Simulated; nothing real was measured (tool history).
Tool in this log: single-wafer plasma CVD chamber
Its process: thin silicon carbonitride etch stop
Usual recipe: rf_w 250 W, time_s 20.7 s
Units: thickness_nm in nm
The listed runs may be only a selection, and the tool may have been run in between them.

| run | hour | rf_w | time_s | wafers since the last listed run | hours since the last thermocouple change | hours since the last RF generator calibration | hours since the showerhead was replaced | hours since the gauge calibration | read-back reference wafer on the same gauge, thickness_nm | thickness_nm |
|---|---|---|---|---|---|---|---|---|---|---|
| 1 | 0 | 250 | 20.7 | 0 | 2217 | 1488.2 | 3846.5 | 176.1 | 14.287 | 12.429 |
| 2 | 42 | 250 | 20.7 | 903 | 2259 | 1530.2 | 3888.5 | 218.1 | 14.304 | 12.595 |
| 3 | 102.7 | 250 | 20.7 | 1305 | 2319.7 | 1590.9 | 3949.2 | 278.8 | 14.306 | 12.525 |
| 4 | 171.7 | 250 | 20.7 | 1484 | 2388.7 | 1659.9 | 4018.2 | 347.8 | 14.285 | 12.481 |
| 5 | 199.7 | 250 | 20.7 | 602 | 2416.7 | 1687.9 | 4046.2 | 375.8 | 14.3 | 12.424 |
|  | 218.1 | RF generator calibrated |
| 6 | 258.1 | 250 | 20.7 | 1084 | 2475.1 | 40 | 4104.6 | 434.2 | 14.292 | 12.516 |
|  | 266.3 | showerhead replaced |
| 7 | 293.8 | 250 | 20.7 | 595 | 2510.8 | 75.7 | 27.5 | 469.9 | 14.304 | 12.462 |
|  | 323.6 | thermocouple changed; heater temperature recalibrated |
| 8 | 332.7 | 250 | 20.7 | 664 | 9.1 | 114.6 | 66.4 | 508.8 | 14.288 | 12.586 |
| 9 | 377.8 | 250 | 20.7 | 970 | 54.2 | 159.7 | 111.5 | 553.9 | 14.292 | 12.435 |
|  | 390.5 | gauge calibrated |
| 10 | 404.8 | 285 | 20.7 | 580 | 81.2 | 186.7 | 138.5 | 14.3 | 14.28 | 13.147 |
| 11 | 456.9 | 200 | 17.2 | 1120 | 133.3 | 238.8 | 190.6 | 66.4 | 14.273 | 9.315 |
| 12 | 540.8 | 225 | 18.9 | 1805 | 217.2 | 322.7 | 274.5 | 150.3 | 14.343 | 10.832 |
| 13 | 567.1 | 290 | 23.8 | 565 | 243.5 | 349 | 300.8 | 176.6 | 14.299 | 15.268 |
| 14 | 620.6 | 250 | 20.7 | 1151 | 297 | 402.5 | 354.3 | 230.1 | 14.318 | 12.393 |
| 15 | 646.4 | 210 | 18.3 | 555 | 322.8 | 428.3 | 380.1 | 255.9 | 14.293 | 10.145 |

Forecast each of these 3 alternatives for the next run:
| A | 646.8 | 250 | 20.7 | 8 | 323.2 | 428.7 | 380.5 | 256.3 | ? | ? |
| B | 646.8 | 215 | 22.1 | 8 | 323.2 | 428.7 | 380.5 | 256.3 | ? | ? |
| C | 646.8 | 295 | 23.3 | 8 | 323.2 | 428.7 | 380.5 | 256.3 | ? | ? |

| run | read-back reference wafer on the same gauge, thickness_nm | thickness_nm |
|---|---|---|
| A | 14.326 | 12.44 |
| B | 14.326 | 12.41 |
| C | 14.326 | 15.008 |
Stripped of hidden state, with their random variation kept, the same runs would have yielded:
| run | thickness_nm |
|---|---|
| A | 12.44 |
| B | 12.41 |
| C | 15.008 |
